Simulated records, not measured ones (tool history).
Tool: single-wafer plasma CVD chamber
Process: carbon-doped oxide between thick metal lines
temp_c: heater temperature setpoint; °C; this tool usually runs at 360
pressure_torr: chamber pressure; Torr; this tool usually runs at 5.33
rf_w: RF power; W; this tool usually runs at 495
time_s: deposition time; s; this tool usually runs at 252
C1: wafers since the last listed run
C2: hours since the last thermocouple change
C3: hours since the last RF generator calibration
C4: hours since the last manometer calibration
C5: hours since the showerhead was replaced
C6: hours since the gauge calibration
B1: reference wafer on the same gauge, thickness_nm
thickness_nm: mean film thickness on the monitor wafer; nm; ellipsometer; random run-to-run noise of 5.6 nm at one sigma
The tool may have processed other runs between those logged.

run 1 hour=0 | temp_c=360 pressure_torr=5.33 rf_w=495 time_s=252 | C1=0 C2=1954.1 C3=902.5 C4=1130.1 C5=3384 C6=173 | B1=1176.534 | thickness_nm=1269.722
run 2 hour=53.2 | temp_c=360 pressure_torr=6.03 rf_w=495 time_s=252 | C1=353 C2=2007.3 C3=955.7 C4=1183.3 C5=3437.2 C6=226.2 | B1=1178.253 | thickness_nm=1299.969
run 3 hour=116 | temp_c=360 pressure_torr=5.33 rf_w=495 time_s=252 | C1=416 C2=2070.1 C3=1018.5 C4=1246.1 C5=3500 C6=289 | B1=1184.311 | thickness_nm=1274.57
run 4 hour=165.5 | temp_c=360 pressure_torr=5.33 rf_w=495 time_s=252 | C1=328 C2=2119.6 C3=1068 C4=1295.6 C5=3549.5 C6=338.5 | B1=1186.065 | thickness_nm=1292.603
run 5 hour=213 | temp_c=360 pressure_torr=5.33 rf_w=495 time_s=252 | C1=315 C2=2167.1 C3=1115.5 C4=1343.1 C5=3597 C6=386 | B1=1185.671 | thickness_nm=1291.552
run 6 hour=253.9 | temp_c=360 pressure_torr=5.33 rf_w=495 time_s=252 | C1=271 C2=2208 C3=1156.4 C4=1384 C5=3637.9 C6=426.9 | B1=1187.597 | thickness_nm=1296.158
run 7 hour=292 | temp_c=360 pressure_torr=5.33 rf_w=495 time_s=252 | C1=252 C2=2246.1 C3=1194.5 C4=1422.1 C5=3676 C6=465 | B1=1190.48 | thickness_nm=1287.109
run 8 hour=355 | temp_c=360 pressure_torr=5.33 rf_w=495 time_s=252 | C1=418 C2=2309.1 C3=1257.5 C4=1485.1 C5=3739 C6=528 | B1=1191.446 | thickness_nm=1294.725
-- hour=410.5 capacitance manometer re-zeroed and calibrated
-- hour=410.5 showerhead replaced
run 9 hour=549 | temp_c=360 pressure_torr=5.33 rf_w=495 time_s=252 | C1=1234 C2=2503.1 C3=1451.5 C4=138.5 C5=138.5 C6=722 | B1=1190.64 | thickness_nm=1292.294
run 10 hour=583.4 | temp_c=369 pressure_torr=5.33 rf_w=495 time_s=252 | C1=228 C2=2537.5 C3=1485.9 C4=172.9 C5=172.9 C6=756.4 | B1=1196.933 | thickness_nm=1269.665
run 11 hour=636.2 | temp_c=360 pressure_torr=5.33 rf_w=495 time_s=252 | C1=350 C2=2590.3 C3=1538.7 C4=225.7 C5=225.7 C6=809.2 | B1=1193.486 | thickness_nm=1301.06
run 12 hour=700.4 | temp_c=355 pressure_torr=5.33 rf_w=565 time_s=252 | C1=426 C2=2654.5 C3=1602.9 C4=289.9 C5=289.9 C6=873.4 | B1=1193.456 | thickness_nm=1401.871
-- hour=744.9 thermocouple changed; heater temperature recalibrated
run 13 hour=751.4 | temp_c=360 pressure_torr=5.69 rf_w=555 time_s=252 | C1=285 C2=6.5 C3=1653.9 C4=340.9 C5=340.9 C6=924.4 | B1=1195.174 | thickness_nm=1375.63
run 14 hour=781.1 | temp_c=348 pressure_torr=6.15 rf_w=545 time_s=204 | C1=197 C2=36.2 C3=1683.6 C4=370.6 C5=370.6 C6=954.1 | B1=1194.44 | thickness_nm=1152.593
-- hour=809.5 gauge calibrated
-- hour=864.6 RF generator calibrated
run 15 hour=950.9 | temp_c=351 pressure_torr=5.33 rf_w=495 time_s=252 | C1=1074 C2=206 C3=86.3 C4=540.4 C5=540.4 C6=141.4 | B1=1179.336 | thickness_nm=1320.127
run 16 hour=1018.2 | temp_c=367 pressure_torr=5.33 rf_w=495 time_s=252 | C1=446 C2=273.3 C3=153.6 C4=607.7 C5=607.7 C6=208.7 | B1=1184.929 | thickness_nm=1263.907
run 17 hour=1067.2 | temp_c=348 pressure_torr=5.33 rf_w=535 time_s=252 | C1=325 C2=322.3 C3=202.6 C4=656.7 C5=656.7 C6=257.7 | B1=1184.285 | thickness_nm=1385.425
run 18 hour=1132.1 | temp_c=360 pressure_torr=5.33 rf_w=495 time_s=252 | C1=430 C2=387.2 C3=267.5 C4=721.6 C5=721.6 C6=322.6 | B1=1188.991 | thickness_nm=1282.916
run 19 hour=1200 | temp_c=352 pressure_torr=5.33 rf_w=575 time_s=252 | C1=450 C2=455.1 C3=335.4 C4=789.5 C5=789.5 C6=390.5 | B1=1192.064 | thickness_nm=1422.984
run 20 hour=1267.5 | temp_c=348 pressure_torr=6.15 rf_w=545 time_s=204 | C1=448 C2=522.6 C3=402.9 C4=857 C5=857 C6=458 | B1=1193.758 | thickness_nm=1165.675
run 21 hour=1309.4 | temp_c=360 pressure_torr=6.24 rf_w=495 time_s=252 | C1=278 C2=564.5 C3=444.8 C4=898.9 C5=898.9 C6=499.9 | B1=1192.999 | thickness_nm=1326.511

Alternative continuations, all from the tool just after run 21; predict every row:
run A hour=1309.9 | temp_c=360 pressure_torr=5.33 rf_w=410 time_s=252 | C1=3 C2=565 C3=445.3 C4=899.4 C5=899.4 C6=500.4 | B1=? | thickness_nm=?
run B hour=1309.9 | temp_c=356 pressure_torr=5.33 rf_w=530 time_s=284 | C1=3 C2=565 C3=445.3 C4=899.4 C5=899.4 C6=500.4 | B1=? | thickness_nm=?
run C hour=1309.9 | temp_c=360 pressure_torr=5.33 rf_w=445 time_s=269 | C1=3 C2=565 C3=445.3 C4=899.4 C5=899.4 C6=500.4 | B1=? | thickness_nm=?
run D hour=1309.9 | temp_c=347 pressure_torr=5.94 rf_w=530 time_s=216 | C1=3 C2=565 C3=445.3 C4=899.4 C5=899.4 C6=500.4 | B1=? | thickness_nm=?
run E hour=1309.9 | temp_c=360 pressure_torr=5.33 rf_w=550 time_s=252 | C1=3 C2=565 C3=445.3 C4=899.4 C5=899.4 C6=500.4 | B1=? | thickness_nm=?

run=A B1=1194.131 thickness_nm=1179.539
run=B B1=1194.131 thickness_nm=1525.219
run=C B1=1194.131 thickness_nm=1315.014
run=D B1=1194.131 thickness_nm=1208.912
run=E B1=1194.131 thickness_nm=1362.899
Had the tool no hidden state, the same runs would have come out as:
run=A thickness_nm=1156.105
run=B thickness_nm=1494.918
run=C thickness_nm=1288.889
run=D thickness_nm=1184.894
run=E thickness_nm=1335.823
